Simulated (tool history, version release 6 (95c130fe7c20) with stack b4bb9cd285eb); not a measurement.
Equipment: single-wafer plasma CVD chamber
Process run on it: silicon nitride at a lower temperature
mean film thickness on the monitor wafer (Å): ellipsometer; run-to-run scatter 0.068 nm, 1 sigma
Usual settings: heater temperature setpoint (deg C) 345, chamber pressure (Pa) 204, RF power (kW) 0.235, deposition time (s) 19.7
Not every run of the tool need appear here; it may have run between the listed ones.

run,day,heater temperature setpoint (deg C),chamber pressure (Pa),RF power (kW),deposition time (s),wafers since the last listed run,hours since the last thermocouple change,hours since the last RF generator calibration,hours since the last manometer calibration,hours since the showerhead was replaced,hours since the gauge calibration,"read-back reference wafer on the same gauge, thickness_nm",mean film thickness on the monitor wafer (Å)
1,0.000,345,204,0.255,19.7,0,2121.2,1330.9,651.6,2591.1,364.3,19.309,186.07
2,0.729,345,204,0.255,19.7,427,2138.7,1348.4,669.1,2608.6,381.8,19.296,186.16
3,2.212,345,204,0.235,19.7,870,2174.3,1384.0,704.7,2644.2,417.4,19.288,175.51
4,3.638,345,204,0.235,19.7,836,2208.5,1418.2,738.9,2678.4,451.6,19.292,175.61
5,5.100,345,204,0.235,19.7,858,2243.6,1453.3,774.0,2713.5,486.7,19.318,175.30
6,6.333,345,204,0.235,19.7,723,2273.2,1482.9,803.6,2743.1,516.3,19.291,175.42
7,6.962,345,204,0.235,19.7,369,2288.3,1498.0,818.7,2758.2,531.4,19.322,175.64
8,7.812,345,204,0.235,19.7,498,2308.7,1518.4,839.1,2778.6,551.8,19.291,174.79
# day 8.454: thermocouple changed; heater temperature recalibrated
# day 8.625: gauge calibrated
9,8.650,341,233,0.235,19.7,295,4.7,1538.5,859.2,2798.7,0.6,19.317,185.94
# day 9.075: RF generator calibrated
10,9.700,341,233,0.235,19.7,420,29.9,15.0,884.4,2823.9,25.8,19.292,194.96
11,10.696,345,204,0.215,19.7,584,53.8,38.9,908.3,2847.8,49.7,19.306,174.13
12,12.192,345,204,0.260,19.7,878,89.7,74.8,944.2,2883.7,85.6,19.316,199.15
13,13.346,345,157,0.265,23.4,677,117.4,102.5,971.9,2911.4,113.3,19.291,208.64
# day 14.262: capacitance manometer re-zeroed and calibrated
14,14.671,345,204,0.235,19.7,582,149.2,134.3,9.8,2943.2,145.1,19.311,184.00
15,15.958,345,204,0.235,19.7,755,180.1,165.2,40.7,2974.1,176.0,19.285,183.33
16,16.688,354,204,0.255,19.7,427,197.6,182.7,58.2,2991.6,193.5,19.299,193.41
# day 17.879: showerhead replaced
17,17.900,354,252,0.195,19.7,516,226.7,211.8,87.3,0.5,222.6,19.301,175.34
18,18.767,349,225,0.235,23.1,508,247.5,232.6,108.1,21.3,243.4,19.284,222.12
19,20.192,345,204,0.235,17.2,836,281.7,266.8,142.3,55.5,277.6,19.287,161.13
20,21.433,345,156,0.235,19.7,728,311.5,296.6,172.1,85.3,307.4,19.279,159.51
21,22.712,345,204,0.235,19.7,750,342.2,327.3,202.8,116.0,338.1,19.331,182.28
22,23.379,354,204,0.255,19.7,391,358.2,343.3,218.8,132.0,354.1,19.315,191.84

Forecast each of these 5 alternatives for the next run:
A,23.396,345,204,0.200,19.7,9,358.6,343.7,219.2,132.4,354.5,?,?
B,23.396,334,204,0.280,19.7,9,358.6,343.7,219.2,132.4,354.5,?,?
C,23.396,351,189,0.235,19.7,9,358.6,343.7,219.2,132.4,354.5,?,?
D,23.396,352,245,0.190,23.3,9,358.6,343.7,219.2,132.4,354.5,?,?
E,23.396,345,204,0.200,21.7,9,358.6,343.7,219.2,132.4,354.5,?,?

run,"read-back reference wafer on the same gauge, thickness_nm",mean film thickness on the monitor wafer (Å)
A,19.300,162.90
B,19.300,206.57
C,19.300,176.28
D,19.300,199.57
E,19.300,179.39
Without the tool's hidden state the same runs would have given:
run,mean film thickness on the monitor wafer (Å)
A,165.08
B,209.12
C,178.54
D,202.25
E,181.80

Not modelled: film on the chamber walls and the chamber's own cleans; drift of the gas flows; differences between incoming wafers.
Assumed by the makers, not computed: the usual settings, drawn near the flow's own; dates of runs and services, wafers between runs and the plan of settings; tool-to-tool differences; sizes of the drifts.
